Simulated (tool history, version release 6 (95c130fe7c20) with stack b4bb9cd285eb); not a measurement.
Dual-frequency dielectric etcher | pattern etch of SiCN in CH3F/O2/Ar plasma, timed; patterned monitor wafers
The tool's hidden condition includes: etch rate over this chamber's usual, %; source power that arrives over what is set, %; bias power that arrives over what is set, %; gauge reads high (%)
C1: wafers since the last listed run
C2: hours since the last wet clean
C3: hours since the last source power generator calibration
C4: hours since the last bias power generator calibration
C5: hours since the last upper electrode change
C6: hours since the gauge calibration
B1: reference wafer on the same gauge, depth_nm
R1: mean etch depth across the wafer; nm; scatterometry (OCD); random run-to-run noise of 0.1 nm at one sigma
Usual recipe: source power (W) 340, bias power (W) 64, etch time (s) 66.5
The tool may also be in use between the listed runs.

{"run": 1, "hour": 0.0, "source power (W)": 340, "bias power (W)": 64, "etch time (s)": 66.5, "C1": 0, "C2": 79.9, "C3": 1174.6, "C4": 3218.2, "C5": 2476.5, "C6": 1491.7, "B1": 22.92, "R1": 22.22}
{"run": 2, "hour": 44.4, "source power (W)": 370, "bias power (W)": 64, "etch time (s)": 66.5, "C1": 345, "C2": 124.3, "C3": 1219.0, "C4": 3262.6, "C5": 2520.9, "C6": 1536.1, "B1": 22.9, "R1": 22.44}
{"run": 3, "hour": 107.7, "source power (W)": 370, "bias power (W)": 64, "etch time (s)": 66.5, "C1": 492, "C2": 187.6, "C3": 1282.3, "C4": 3325.9, "C5": 2584.2, "C6": 1599.4, "B1": 22.88, "R1": 22.43}
{"run": 4, "hour": 135.4, "source power (W)": 370, "bias power (W)": 64, "etch time (s)": 66.5, "C1": 215, "C2": 215.3, "C3": 1310.0, "C4": 3353.6, "C5": 2611.9, "C6": 1627.1, "B1": 22.94, "R1": 22.3}
{"run": 5, "hour": 189.7, "source power (W)": 340, "bias power (W)": 64, "etch time (s)": 78.5, "C1": 422, "C2": 269.6, "C3": 1364.3, "C4": 3407.9, "C5": 2666.2, "C6": 1681.4, "B1": 22.94, "R1": 26.11}
{"hour": 214.6, "done": "upper electrode replaced"}
{"run": 6, "hour": 234.1, "source power (W)": 340, "bias power (W)": 64, "etch time (s)": 78.5, "C1": 158, "C2": 314.0, "C3": 1408.7, "C4": 3452.3, "C5": 19.5, "C6": 1725.8, "B1": 22.91, "R1": 25.86}
{"run": 7, "hour": 262.4, "source power (W)": 290, "bias power (W)": 73, "etch time (s)": 66.5, "C1": 220, "C2": 342.3, "C3": 1437.0, "C4": 3480.6, "C5": 47.8, "C6": 1754.1, "B1": 22.91, "R1": 22.29}
{"run": 8, "hour": 296.0, "source power (W)": 290, "bias power (W)": 73, "etch time (s)": 66.5, "C1": 261, "C2": 375.9, "C3": 1470.6, "C4": 3514.2, "C5": 81.4, "C6": 1787.7, "B1": 22.9, "R1": 22.0}
{"run": 9, "hour": 324.1, "source power (W)": 290, "bias power (W)": 73, "etch time (s)": 66.5, "C1": 218, "C2": 404.0, "C3": 1498.7, "C4": 3542.3, "C5": 109.5, "C6": 1815.8, "B1": 22.88, "R1": 22.13}
{"run": 10, "hour": 380.9, "source power (W)": 380, "bias power (W)": 64, "etch time (s)": 66.5, "C1": 441, "C2": 460.8, "C3": 1555.5, "C4": 3599.1, "C5": 166.3, "C6": 1872.6, "B1": 22.93, "R1": 21.97}
{"run": 11, "hour": 426.5, "source power (W)": 340, "bias power (W)": 64, "etch time (s)": 66.5, "C1": 354, "C2": 506.4, "C3": 1601.1, "C4": 3644.7, "C5": 211.9, "C6": 1918.2, "B1": 22.9, "R1": 21.42}
{"run": 12, "hour": 473.7, "source power (W)": 290, "bias power (W)": 70, "etch time (s)": 66.5, "C1": 366, "C2": 553.6, "C3": 1648.3, "C4": 3691.9, "C5": 259.1, "C6": 1965.4, "B1": 22.94, "R1": 21.41}
{"hour": 487.8, "done": "bias power generator calibrated"}
{"hour": 517.9, "done": "wet clean of the chamber"}
{"run": 13, "hour": 518.4, "source power (W)": 340, "bias power (W)": 64, "etch time (s)": 73.5, "C1": 129, "C2": 0.5, "C3": 1693.0, "C4": 30.6, "C5": 303.8, "C6": 2010.1, "B1": 22.93, "R1": 24.85}
{"run": 14, "hour": 559.4, "source power (W)": 410, "bias power (W)": 71, "etch time (s)": 57.5, "C1": 318, "C2": 41.5, "C3": 1734.0, "C4": 71.6, "C5": 344.8, "C6": 2051.1, "B1": 22.92, "R1": 21.04}
{"run": 15, "hour": 616.6, "source power (W)": 340, "bias power (W)": 52, "etch time (s)": 72.0, "C1": 444, "C2": 98.7, "C3": 1791.2, "C4": 128.8, "C5": 402.0, "C6": 2108.3, "B1": 22.9, "R1": 22.08}
{"run": 16, "hour": 678.5, "source power (W)": 340, "bias power (W)": 64, "etch time (s)": 73.5, "C1": 481, "C2": 160.6, "C3": 1853.1, "C4": 190.7, "C5": 463.9, "C6": 2170.2, "B1": 22.92, "R1": 24.63}
{"run": 17, "hour": 743.2, "source power (W)": 340, "bias power (W)": 64, "etch time (s)": 66.5, "C1": 503, "C2": 225.3, "C3": 1917.8, "C4": 255.4, "C5": 528.6, "C6": 2234.9, "B1": 22.92, "R1": 21.93}
{"run": 18, "hour": 812.2, "source power (W)": 340, "bias power (W)": 64, "etch time (s)": 66.5, "C1": 536, "C2": 294.3, "C3": 1986.8, "C4": 324.4, "C5": 597.6, "C6": 2303.9, "B1": 22.9, "R1": 21.68}
{"run": 19, "hour": 863.4, "source power (W)": 290, "bias power (W)": 64, "etch time (s)": 81.5, "C1": 398, "C2": 345.5, "C3": 2038.0, "C4": 375.6, "C5": 648.8, "C6": 2355.1, "B1": 22.85, "R1": 25.81}
{"run": 20, "hour": 899.4, "source power (W)": 340, "bias power (W)": 64, "etch time (s)": 66.5, "C1": 279, "C2": 381.5, "C3": 2074.0, "C4": 411.6, "C5": 684.8, "C6": 2391.1, "B1": 22.89, "R1": 21.49}
{"run": 21, "hour": 924.1, "source power (W)": 420, "bias power (W)": 64, "etch time (s)": 66.5, "C1": 192, "C2": 406.2, "C3": 2098.7, "C4": 436.3, "C5": 709.5, "C6": 2415.8, "B1": 22.92, "R1": 22.68}
{"hour": 985.1, "done": "gauge calibrated"}
{"run": 22, "hour": 987.4, "source power (W)": 340, "bias power (W)": 64, "etch time (s)": 66.5, "C1": 492, "C2": 469.5, "C3": 2162.0, "C4": 499.6, "C5": 772.8, "C6": 2.3, "B1": 22.97, "R1": 21.21}
{"hour": 1021.3, "done": "wet clean of the chamber"}
{"run": 23, "hour": 1035.9, "source power (W)": 340, "bias power (W)": 80, "etch time (s)": 66.5, "C1": 190, "C2": 14.6, "C3": 2210.5, "C4": 548.1, "C5": 821.3, "C6": 50.8, "B1": 22.89, "R1": 24.79}
{"hour": 1102.0, "done": "source power generator calibrated"}
{"run": 24, "hour": 1102.5, "source power (W)": 410, "bias power (W)": 73, "etch time (s)": 66.5, "C1": 486, "C2": 81.2, "C3": 0.5, "C4": 614.7, "C5": 887.9, "C6": 117.4, "B1": 22.84, "R1": 24.4}
{"run": 25, "hour": 1128.0, "source power (W)": 270, "bias power (W)": 73, "etch time (s)": 82.5, "C1": 198, "C2": 106.7, "C3": 26.0, "C4": 640.2, "C5": 913.4, "C6": 142.9, "B1": 22.92, "R1": 27.78}
{"run": 26, "hour": 1264.2, "source power (W)": 340, "bias power (W)": 64, "etch time (s)": 66.5, "C1": 1058, "C2": 242.9, "C3": 162.2, "C4": 776.4, "C5": 1049.6, "C6": 279.1, "B1": 22.9, "R1": 21.78}
{"run": 27, "hour": 1293.1, "source power (W)": 340, "bias power (W)": 64, "etch time (s)": 66.5, "C1": 224, "C2": 271.8, "C3": 191.1, "C4": 805.3, "C5": 1078.5, "C6": 308.0, "B1": 22.9, "R1": 21.87}
{"run": 28, "hour": 1358.7, "source power (W)": 370, "bias power (W)": 58, "etch time (s)": 53.0, "C1": 510, "C2": 337.4, "C3": 256.7, "C4": 870.9, "C5": 1144.1, "C6": 373.6, "B1": 22.91, "R1": 16.98}
{"run": 29, "hour": 1424.9, "source power (W)": 340, "bias power (W)": 64, "etch time (s)": 66.5, "C1": 514, "C2": 403.6, "C3": 322.9, "C4": 937.1, "C5": 1210.3, "C6": 439.8, "B1": 22.88, "R1": 21.65}
{"run": 30, "hour": 1465.6, "source power (W)": 280, "bias power (W)": 64, "etch time (s)": 66.5, "C1": 316, "C2": 444.3, "C3": 363.6, "C4": 977.8, "C5": 1251.0, "C6": 480.5, "B1": 22.93, "R1": 20.66}
{"run": 31, "hour": 1527.9, "source power (W)": 320, "bias power (W)": 64, "etch time (s)": 66.5, "C1": 484, "C2": 506.6, "C3": 425.9, "C4": 1040.1, "C5": 1313.3, "C6": 542.8, "B1": 22.92, "R1": 21.08}

How the hidden state differs across the entries between the runs, from the last listed run before each to the first after it:
Logged between run 5 and run 6: upper electrode replaced (hour 214.6)
  etch rate over this chamber's usual, %: -2.43 -> -2.87
  the result without the hidden state subtracted from the measured one, R1: -0.66 -> -0.77 nm
Logged between run 12 and run 13: bias power generator calibrated (hour 487.8); wet clean of the chamber (hour 517.9)
  etch rate over this chamber's usual, %: -5.25 -> -0.207
  the result without the hidden state subtracted from the measured one, R1: -1.18 -> -0.05 nm
Logged between run 21 and run 22: gauge calibrated (hour 985.1)
  etch rate over this chamber's usual, %: -4.23 -> -4.86
  the result without the hidden state subtracted from the measured one, R1: -1.00 -> -1.08 nm
Logged between run 22 and run 23: wet clean of the chamber (hour 1021.3)
  etch rate over this chamber's usual, %: -4.86 -> -0.159
  the result without the hidden state subtracted from the measured one, R1: -1.08 -> -0.04 nm
Logged between run 23 and run 24: source power generator calibrated (hour 1102.0)
  etch rate over this chamber's usual, %: -0.159 -> -0.82
  the result without the hidden state subtracted from the measured one, R1: -0.04 -> -0.21 nm
